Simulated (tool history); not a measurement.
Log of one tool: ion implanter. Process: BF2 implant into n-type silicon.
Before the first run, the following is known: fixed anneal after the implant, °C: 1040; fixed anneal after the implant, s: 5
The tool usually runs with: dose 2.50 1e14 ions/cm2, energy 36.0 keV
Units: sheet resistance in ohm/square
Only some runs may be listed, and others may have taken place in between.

run	day	dose	energy	wafers since the last listed run	hours since the last dose calibration	hours since the extraction supply was calibrated	hours since the gauge calibration	read-back reference wafer on the same gauge, sheet resistance	sheet resistance
1	0.000	2.50	36.0	0	1268.0	1894.2	273.6	372.47	403.28
2	2.275	2.50	36.0	1069	1322.6	1948.8	328.2	373.10	402.45
3	6.667	2.50	43.0	2063	1428.0	2054.2	433.6	372.69	390.81
4	8.888	2.50	36.0	1043	1481.3	2107.5	486.9	372.90	399.18
# day 10.700: gauge calibrated
5	11.854	2.50	36.0	1394	1552.5	2178.7	27.7	372.66	399.65
6	14.808	2.50	36.0	1388	1623.4	2249.6	98.6	372.65	396.02
# day 15.442: extraction supply calibrated
# day 20.496: Faraday cup replaced and dose calibrated
7	20.954	2.50	41.5	2574	11.0	132.3	246.1	373.05	380.88
8	24.912	1.82	45.5	1860	106.0	227.3	341.1	373.10	487.85
# day 28.471: Faraday cup replaced and dose calibrated, repeated, since the last time left the tool worse
9	28.529	2.50	41.5	1542	1.4	314.1	427.9	373.54	400.51
10	32.238	2.50	46.5	1742	90.4	403.1	516.9	372.65	395.81
# day 34.567: gauge calibrated
11	35.746	1.89	31.5	1648	174.6	487.3	28.3	373.38	522.15

For run 12, what comes out?
12	38.221	2.13	42.5	1163	234.0	546.7	87.7	?	?

Run 12 produced read-back reference wafer on the same gauge, sheet resistance 373.00, sheet resistance 455.14 ohm/square.
Take away the tool's hidden state, keep the run-to-run variation as it was, and the same run would have given sheet resistance 454.28 ohm/square.
